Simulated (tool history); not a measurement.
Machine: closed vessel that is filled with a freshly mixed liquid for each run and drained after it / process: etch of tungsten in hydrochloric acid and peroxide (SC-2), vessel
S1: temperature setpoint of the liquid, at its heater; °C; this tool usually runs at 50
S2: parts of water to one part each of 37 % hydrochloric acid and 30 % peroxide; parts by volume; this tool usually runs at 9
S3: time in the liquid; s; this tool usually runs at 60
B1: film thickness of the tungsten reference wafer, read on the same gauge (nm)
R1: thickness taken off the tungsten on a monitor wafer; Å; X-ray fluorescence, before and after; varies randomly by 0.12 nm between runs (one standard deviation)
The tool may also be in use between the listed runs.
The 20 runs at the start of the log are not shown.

run    hour    S1  S2  S3      B1     R1
 21  1968.1    56  13  60     150  285.4
 22  2006.5    58  11  75  149.99  463.7
 23  2045.1    50   9  60  149.99    263
 24  2081.6    50  12  60     150  205.9
 25  2137.2    50   9  60  149.99  261.5
 26  2221.6  53.5   6  35  149.99  264.6
 27  2267.6  40.5   8  80  150.01  199.8
 28  2317.1    50   9  60  149.99  258.9
 29  2387.2  42.5   9  45     150  117.6
 30  2470.2    56   9  60     150  385.4
 31  2538.6    50   9  60  150.02  262.2

Here are 3 independent what-if runs from the current tool condition. What would each one return?
  A  2539.3    50   9  60   ?   ?
  B  2539.3  42.5   6  30   ?   ?
  C  2539.3    50   9  45   ?   ?

run      B1     R1
  A  149.99  261.8
  B  149.99  107.9
  C  149.99  196.4
With no hidden state in the tool, these same runs would have given:
run     R1
  A  261.8
  B  107.9
  C  196.4
